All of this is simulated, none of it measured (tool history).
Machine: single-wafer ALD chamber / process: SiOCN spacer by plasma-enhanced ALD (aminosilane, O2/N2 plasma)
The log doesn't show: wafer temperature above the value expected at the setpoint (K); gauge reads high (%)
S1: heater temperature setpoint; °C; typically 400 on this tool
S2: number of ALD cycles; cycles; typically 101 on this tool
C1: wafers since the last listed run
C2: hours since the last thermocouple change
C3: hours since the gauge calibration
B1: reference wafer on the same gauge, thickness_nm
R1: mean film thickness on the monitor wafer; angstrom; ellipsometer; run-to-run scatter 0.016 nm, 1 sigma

Run 1, hour 0: usual settings; C1 0; C2 662; C3 43.5; B1 5.334. Result: R1 62.66 angstrom.
Run 2, hour 125.5: usual settings; C1 477; C2 787.5; C3 169; B1 5.338. Result: R1 62.88 angstrom.
Run 3, hour 192.4: usual settings; C1 254; C2 854.4; C3 235.9; B1 5.335. Result: R1 62.57 angstrom.
Run 4, hour 260.4: usual settings; C1 258; C2 922.4; C3 303.9; B1 5.343. Result: R1 62.44 angstrom.
Run 5, hour 356: usual settings but S1 395 °C; C1 363; C2 1018; C3 399.5; B1 5.337. Result: R1 62.98 angstrom.
Run 6, hour 414.3: usual settings but S1 395 °C; C1 221; C2 1076.3; C3 457.8; B1 5.338. Result: R1 62.91 angstrom.
Run 7, hour 440.3: usual settings but S1 409 °C; C1 98; C2 1102.3; C3 483.8; B1 5.338. Result: R1 60.88 angstrom.
Run 8, hour 478.2: usual settings but S1 409 °C; C1 144; C2 1140.2; C3 521.7; B1 5.338. Result: R1 61.01 angstrom.
Run 9, hour 538.4: usual settings but S1 409 °C; C1 228; C2 1200.4; C3 581.9; B1 5.35. Result: R1 60.76 angstrom.
Run 10, hour 571.9: usual settings but S1 389 °C; C1 127; C2 1233.9; C3 615.4; B1 5.347. Result: R1 62.91 angstrom.
Run 11, hour 633.2: usual settings but S1 389 °C; C1 232; C2 1295.2; C3 676.7; B1 5.337. Result: R1 62.7 angstrom.
Run 12, hour 676.5: usual settings but S2 85 cycles; C1 164; C2 1338.5; C3 720; B1 5.335. Result: R1 52.66 angstrom.
Run 13, hour 711.3: usual settings; C1 132; C2 1373.3; C3 754.8; B1 5.339. Result: R1 62.47 angstrom.
Run 14, hour 770.6: usual settings; C1 225; C2 1432.6; C3 814.1; B1 5.344. Result: R1 62.54 angstrom.
Run 15, hour 812.7: usual settings but S1 407 °C, S2 96 cycles; C1 160; C2 1474.7; C3 856.2; B1 5.343. Result: R1 58.24 angstrom.
Run 16, hour 862: usual settings; C1 187; C2 1524; C3 905.5; B1 5.341. Result: R1 62.54 angstrom.
Run 17, hour 913.3: usual settings; C1 194; C2 1575.3; C3 956.8; B1 5.336. Result: R1 62.1 angstrom.
At hour 935.4: thermocouple changed; heater temperature recalibrated.
Run 18, hour 969.2: usual settings but S1 410 °C, S2 111 cycles; C1 182; C2 33.8; C3 1012.7; B1 5.337. Result: R1 65.8 angstrom.
Run 19, hour 997.8: usual settings but S1 389 °C, S2 112 cycles; C1 108; C2 62.4; C3 1041.3; B1 5.347. Result: R1 69.71 angstrom.
Run 20, hour 1050.3: usual settings; C1 199; C2 114.9; C3 1093.8; B1 5.33. Result: R1 61.61 angstrom.
Run 21, hour 1121.8: usual settings but S1 410 °C, S2 91 cycles; C1 271; C2 186.4; C3 1165.3; B1 5.33. Result: R1 53.95 angstrom.
At hour 1147.6: gauge calibrated.
At hour 1163.3: thermocouple changed; heater temperature recalibrated, repeated, since the last time left the tool worse.
Run 22, hour 1163.8: usual settings but S1 388 °C, S2 94 cycles; C1 129; C2 0.5; C3 16.2; B1 5.331. Result: R1 58.63 angstrom.
Run 23, hour 1222.3: usual settings but S1 409 °C; C1 222; C2 59; C3 74.7; B1 5.34. Result: R1 61.55 angstrom.
Run 24, hour 1292.4: usual settings but S1 409 °C, S2 118 cycles; C1 266; C2 129.1; C3 144.8; B1 5.333. Result: R1 71.59 angstrom.
Run 25, hour 1340.4: usual settings but S1 394 °C, S2 81 cycles; C1 182; C2 177.1; C3 192.8; B1 5.336. Result: R1 50.46 angstrom.
Run 26, hour 1395.4: usual settings but S2 112 cycles; C1 209; C2 232.1; C3 247.8; B1 5.335. Result: R1 69.27 angstrom.
Run 27, hour 1459.2: usual settings but S1 412 °C, S2 95 cycles; C1 242; C2 295.9; C3 311.6; B1 5.336. Result: R1 57.33 angstrom.
Run 28, hour 1522.8: usual settings; C1 241; C2 359.5; C3 375.2; B1 5.345. Result: R1 62.53 angstrom.

Entry by entry between the runs, the difference in hidden state between the last listed run before and the first listed run after:
From run 17 to run 18: thermocouple changed; heater temperature recalibrated (hour 935.4)
  wafer temperature above the value expected at the setpoint (K): 3.25 -> 7.38
  measured result minus the result with no hidden state, R1: -0.53 -> -1.34 angstrom
From run 21 to run 22: gauge calibrated (hour 1147.6); thermocouple changed; heater temperature recalibrated, repeated, since the last time left the tool worse (hour 1163.3)
  wafer temperature above the value expected at the setpoint (K): 7.71 -> -0.0664
  measured result minus the result with no hidden state, R1: -1.16 -> +0 angstrom
